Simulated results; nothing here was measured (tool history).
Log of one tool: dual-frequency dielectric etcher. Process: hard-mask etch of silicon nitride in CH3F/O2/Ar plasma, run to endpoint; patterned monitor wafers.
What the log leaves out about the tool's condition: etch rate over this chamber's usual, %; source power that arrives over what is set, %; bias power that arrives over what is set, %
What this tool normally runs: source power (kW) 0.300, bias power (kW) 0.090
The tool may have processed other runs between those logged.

run,day,source power (kW),bias power (kW),wafers since the last listed run,hours since the last wet clean,hours since the last source power generator calibration,hours since the last bias power generator calibration,hours since the last upper electrode change,"incoming incoming film thickness, nm",endpoint time (s)
1,0.000,0.300,0.083,0,370.9,4801.4,3338.2,2987.5,34.22,55.7
2,0.529,0.300,0.083,95,383.6,4814.1,3350.9,3000.2,34.36,56.4
3,1.042,0.300,0.083,92,395.9,4826.4,3363.2,3012.5,34.73,56.4
4,1.342,0.300,0.090,54,403.1,4833.6,3370.4,3019.7,34.33,55.5
# day 2.617: bias power generator calibrated
# day 2.846: wet clean of the chamber
# day 3.308: upper electrode replaced, of another model than before
5,3.329,0.300,0.090,204,11.6,4881.3,17.1,0.5,34.01,58.0
6,3.346,0.340,0.090,3,12.0,4881.7,17.5,0.9,34.20,54.7
7,3.358,0.340,0.090,2,12.3,4882.0,17.8,1.2,34.59,55.2
8,3.617,0.300,0.090,46,18.5,4888.2,24.0,7.4,34.88,59.3
9,4.054,0.300,0.090,79,29.0,4898.7,34.5,17.9,34.51,58.5
# day 4.571: source power generator calibrated
10,4.592,0.300,0.079,67,41.9,0.5,47.4,30.8,34.54,60.1
11,4.988,0.340,0.099,71,51.4,10.0,56.9,40.3,33.94,52.2
12,5.471,0.340,0.108,87,63.0,21.6,68.5,51.9,34.44,50.8
13,6.138,0.220,0.068,120,79.0,37.6,84.5,67.9,34.58,76.8
14,6.858,0.330,0.071,130,96.3,54.9,101.8,85.2,34.10,58.5
15,7.317,0.300,0.090,82,107.3,65.9,112.8,96.2,34.24,57.8
16,7.938,0.370,0.103,112,122.2,80.8,127.7,111.1,33.87,48.7
17,8.625,0.300,0.108,124,138.7,97.3,144.2,127.6,34.26,53.8

Consider 4 possible next runs. They are alternatives, not a sequence: every one starts from the tool as it was left by run 17. What does each give?
A,8.642,0.300,0.090,3,139.1,97.7,144.6,128.0,34.15,?
B,8.642,0.230,0.073,3,139.1,97.7,144.6,128.0,34.15,?
C,8.642,0.240,0.077,3,139.1,97.7,144.6,128.0,34.15,?
D,8.642,0.300,0.101,3,139.1,97.7,144.6,128.0,34.15,?

run,endpoint time (s)
A,57.8
B,72.3
C,69.2
D,55.8
What these runs would have given with no unlogged condition in the tool:
run,endpoint time (s)
A,58.6
B,73.2
C,70.1
D,56.5
